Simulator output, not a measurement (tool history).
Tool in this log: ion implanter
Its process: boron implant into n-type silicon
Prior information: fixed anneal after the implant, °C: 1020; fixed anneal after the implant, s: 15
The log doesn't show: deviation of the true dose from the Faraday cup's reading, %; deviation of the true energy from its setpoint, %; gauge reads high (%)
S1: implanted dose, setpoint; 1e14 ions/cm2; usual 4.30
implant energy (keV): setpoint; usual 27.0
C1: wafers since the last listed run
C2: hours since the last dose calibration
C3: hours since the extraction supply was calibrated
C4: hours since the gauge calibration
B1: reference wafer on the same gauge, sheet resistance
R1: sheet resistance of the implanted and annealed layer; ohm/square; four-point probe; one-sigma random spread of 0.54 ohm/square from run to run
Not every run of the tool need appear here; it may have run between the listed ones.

run 1 day=0.000 | S1=3.77 implant_energy_(keV)=34.5 | C1=0 C2=284.0 C3=1870.3 C4=735.8 | B1=225.05 | R1=238.17
run 2 day=3.867 | S1=4.30 implant_energy_(keV)=23.0 | C1=3119 C2=376.8 C3=1963.1 C4=828.6 | B1=224.71 | R1=225.70
run 3 day=7.267 | S1=4.30 implant_energy_(keV)=23.0 | C1=2743 C2=458.4 C3=2044.7 C4=910.2 | B1=224.72 | R1=226.32
run 4 day=9.950 | S1=4.30 implant_energy_(keV)=27.0 | C1=2165 C2=522.8 C3=2109.1 C4=974.6 | B1=224.90 | R1=222.38
-- day=13.212 gauge calibrated
run 5 day=14.429 | S1=5.11 implant_energy_(keV)=27.0 | C1=3613 C2=630.3 C3=2216.6 C4=29.2 | B1=224.79 | R1=194.19
run 6 day=16.050 | S1=5.11 implant_energy_(keV)=27.0 | C1=1307 C2=669.2 C3=2255.5 C4=68.1 | B1=224.93 | R1=195.61
-- day=17.879 Faraday cup replaced and dose calibrated
run 7 day=18.575 | S1=4.30 implant_energy_(keV)=21.5 | C1=1768 C2=16.7 C3=2316.1 C4=128.7 | B1=224.89 | R1=224.41
-- day=19.312 extraction supply calibrated
run 8 day=21.871 | S1=4.30 implant_energy_(keV)=21.0 | C1=2390 C2=95.8 C3=61.4 C4=207.8 | B1=225.18 | R1=225.75
run 9 day=24.258 | S1=5.26 implant_energy_(keV)=20.0 | C1=1926 C2=153.1 C3=118.7 C4=265.1 | B1=225.01 | R1=192.22
run 10 day=27.442 | S1=4.30 implant_energy_(keV)=19.5 | C1=2568 C2=229.5 C3=195.1 C4=341.5 | B1=224.69 | R1=228.82
run 11 day=29.996 | S1=3.37 implant_energy_(keV)=19.0 | C1=2060 C2=290.8 C3=256.4 C4=402.8 | B1=224.91 | R1=277.76
run 12 day=31.729 | S1=4.30 implant_energy_(keV)=33.5 | C1=1398 C2=332.4 C3=298.0 C4=444.4 | B1=224.92 | R1=215.54

What will run 13 give?
run 13 day=34.600 | S1=5.11 implant_energy_(keV)=27.0 | C1=2316 C2=401.3 C3=366.9 C4=513.3 | B1=? | R1=?

B1: 224.80
R1: 191.82 ohm/square
If the tool had no hidden condition, the same run with the same run-to-run variation would have returned R1 189.82 ohm/square.
